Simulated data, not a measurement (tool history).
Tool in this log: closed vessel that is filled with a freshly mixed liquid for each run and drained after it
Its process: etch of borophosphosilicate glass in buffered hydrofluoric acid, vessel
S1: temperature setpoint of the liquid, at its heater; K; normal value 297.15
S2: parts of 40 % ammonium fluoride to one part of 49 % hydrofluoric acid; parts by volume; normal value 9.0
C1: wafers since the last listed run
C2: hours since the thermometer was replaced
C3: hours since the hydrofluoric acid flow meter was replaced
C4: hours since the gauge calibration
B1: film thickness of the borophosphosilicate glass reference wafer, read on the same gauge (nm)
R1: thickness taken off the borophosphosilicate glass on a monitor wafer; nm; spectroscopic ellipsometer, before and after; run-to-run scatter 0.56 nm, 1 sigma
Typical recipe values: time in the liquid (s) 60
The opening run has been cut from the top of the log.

Run 2, hour 55.1: usual settings but S2 10.5 parts by volume; C1 4480; C2 1360.2; C3 785.2; C4 578.4; B1 30.00. Result: R1 65.61 nm.
Run 3, hour 98.2: usual settings but S2 10.5 parts by volume; C1 3504; C2 1403.3; C3 828.3; C4 621.5; B1 30.00. Result: R1 65.36 nm.
Run 4, hour 148.9: usual settings but S2 10.5 parts by volume; C1 4122; C2 1454.0; C3 879.0; C4 672.2; B1 30.01. Result: R1 67.11 nm.
Run 5, hour 176.1: usual settings; C1 2211; C2 1481.2; C3 906.2; C4 699.4; B1 30.01. Result: R1 74.29 nm.
Run 6, hour 240.3: usual settings but S2 10.5 parts by volume, time in the liquid (s) 85; C1 5220; C2 1545.4; C3 970.4; C4 763.6; B1 29.99. Result: R1 93.18 nm.
Run 7, hour 301.9: usual settings but S2 10.5 parts by volume, time in the liquid (s) 85; C1 5008; C2 1607.0; C3 1032.0; C4 825.2; B1 30.00. Result: R1 94.41 nm.
Run 8, hour 335.6: usual settings but S2 10.5 parts by volume, time in the liquid (s) 85; C1 2740; C2 1640.7; C3 1065.7; C4 858.9; B1 29.99. Result: R1 93.75 nm.
Run 9, hour 371.8: usual settings; C1 2943; C2 1676.9; C3 1101.9; C4 895.1; B1 29.99. Result: R1 76.11 nm.
Run 10, hour 411.4: usual settings; C1 3219; C2 1716.5; C3 1141.5; C4 934.7; B1 30.01. Result: R1 74.17 nm.
Run 11, hour 445.1: usual settings; C1 2740; C2 1750.2; C3 1175.2; C4 968.4; B1 30.00. Result: R1 75.91 nm.
Run 12, hour 495.5: usual settings; C1 4098; C2 1800.6; C3 1225.6; C4 1018.8; B1 29.98. Result: R1 76.23 nm.
At hour 502.1: hydrofluoric acid flow meter replaced.
Run 13, hour 650.3: usual settings; C1 12505; C2 1955.4; C3 148.2; C4 1173.6; B1 30.03. Result: R1 73.00 nm.
Run 14, hour 703.3: usual settings but S1 302.15 K, S2 7.0 parts by volume, time in the liquid (s) 90; C1 4309; C2 2008.4; C3 201.2; C4 1226.6; B1 30.01. Result: R1 188.16 nm.
Run 15, hour 735.1: usual settings; C1 2585; C2 2040.2; C3 233.0; C4 1258.4; B1 30.00. Result: R1 74.36 nm.
Run 16, hour 799.1: usual settings; C1 5203; C2 2104.2; C3 297.0; C4 1322.4; B1 30.01. Result: R1 73.27 nm.

What will run 17 give?
At hour 820.1: gauge calibrated.
Run 17, hour 857.8: usual settings; C1 4772; C2 2162.9; C3 355.7; C4 37.7; B1 ?. Result: R1 ?.

B1: 29.97
R1: 72.81 nm
Were there no unlogged condition in the tool, this run, its random variation unchanged, would have produced R1 71.23 nm.

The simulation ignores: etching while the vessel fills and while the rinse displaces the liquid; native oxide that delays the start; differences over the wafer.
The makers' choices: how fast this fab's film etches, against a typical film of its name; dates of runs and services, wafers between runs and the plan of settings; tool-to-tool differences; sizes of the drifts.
